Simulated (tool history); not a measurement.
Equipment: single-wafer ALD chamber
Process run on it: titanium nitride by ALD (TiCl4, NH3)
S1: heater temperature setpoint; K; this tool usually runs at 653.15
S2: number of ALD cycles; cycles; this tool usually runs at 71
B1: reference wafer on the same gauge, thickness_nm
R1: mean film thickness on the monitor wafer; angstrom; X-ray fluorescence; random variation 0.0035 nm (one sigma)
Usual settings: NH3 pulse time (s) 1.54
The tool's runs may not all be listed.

run 1 day=0.000 | S1=653.15 S2=71 NH3_pulse_time_(s)=1.90 | B1=1.320 | R1=14.24
run 2 day=0.821 | S1=653.15 S2=71 NH3_pulse_time_(s)=1.54 | B1=1.320 | R1=14.04
run 3 day=1.800 | S1=653.15 S2=71 NH3_pulse_time_(s)=1.54 | B1=1.320 | R1=14.02
run 4 day=3.133 | S1=653.15 S2=71 NH3_pulse_time_(s)=1.54 | B1=1.320 | R1=14.01
run 5 day=4.512 | S1=646.15 S2=71 NH3_pulse_time_(s)=1.54 | B1=1.320 | R1=13.79
run 6 day=5.379 | S1=646.15 S2=71 NH3_pulse_time_(s)=1.54 | B1=1.319 | R1=13.88
run 7 day=6.517 | S1=653.15 S2=77 NH3_pulse_time_(s)=1.54 | B1=1.321 | R1=15.21
run 8 day=7.800 | S1=653.15 S2=77 NH3_pulse_time_(s)=1.54 | B1=1.320 | R1=15.16
run 9 day=8.717 | S1=653.15 S2=60 NH3_pulse_time_(s)=1.54 | B1=1.319 | R1=11.83
run 10 day=9.488 | S1=653.15 S2=60 NH3_pulse_time_(s)=1.54 | B1=1.321 | R1=11.88
run 11 day=10.342 | S1=653.15 S2=71 NH3_pulse_time_(s)=1.36 | B1=1.320 | R1=13.87
run 12 day=11.554 | S1=653.15 S2=71 NH3_pulse_time_(s)=1.36 | B1=1.320 | R1=13.85
run 13 day=12.938 | S1=653.15 S2=82 NH3_pulse_time_(s)=1.11 | B1=1.320 | R1=15.55
run 14 day=14.058 | S1=653.15 S2=71 NH3_pulse_time_(s)=1.54 | B1=1.320 | R1=14.04
run 15 day=15.217 | S1=653.15 S2=71 NH3_pulse_time_(s)=1.54 | B1=1.320 | R1=14.03
-- day=16.217 thermocouple changed; heater temperature recalibrated
run 16 day=16.238 | S1=653.15 S2=71 NH3_pulse_time_(s)=1.54 | B1=1.320 | R1=14.02
run 17 day=17.125 | S1=653.15 S2=71 NH3_pulse_time_(s)=1.54 | B1=1.320 | R1=13.94
run 18 day=17.696 | S1=653.15 S2=71 NH3_pulse_time_(s)=1.54 | B1=1.320 | R1=14.07
run 19 day=18.462 | S1=644.15 S2=77 NH3_pulse_time_(s)=1.37 | B1=1.320 | R1=14.78
run 20 day=19.471 | S1=661.15 S2=58 NH3_pulse_time_(s)=2.12 | B1=1.320 | R1=11.81
run 21 day=20.804 | S1=665.15 S2=62 NH3_pulse_time_(s)=1.03 | B1=1.319 | R1=11.96
run 22 day=21.338 | S1=639.15 S2=77 NH3_pulse_time_(s)=1.32 | B1=1.320 | R1=14.48
run 23 day=22.258 | S1=653.15 S2=71 NH3_pulse_time_(s)=1.84 | B1=1.320 | R1=14.22
run 24 day=26.592 | S1=639.15 S2=67 NH3_pulse_time_(s)=1.24 | B1=1.320 | R1=12.47
-- day=26.929 gauge calibrated
run 25 day=27.712 | S1=664.15 S2=84 NH3_pulse_time_(s)=1.82 | B1=1.320 | R1=16.95
run 26 day=28.262 | S1=653.15 S2=60 NH3_pulse_time_(s)=1.91 | B1=1.321 | R1=12.05
run 27 day=29.521 | S1=641.15 S2=64 NH3_pulse_time_(s)=1.54 | B1=1.319 | R1=12.40
-- day=30.167 showerhead replaced
run 28 day=30.188 | S1=660.15 S2=82 NH3_pulse_time_(s)=1.30 | B1=1.320 | R1=16.07

Predict the results of run 29:
run 29 day=31.138 | S1=653.15 S2=71 NH3_pulse_time_(s)=1.08 | B1=? | R1=?

{"run 29": {"B1": 1.32, "R1": 13.41}}
With no hidden state in the tool, this same run would have given R1 13.41 angstrom.
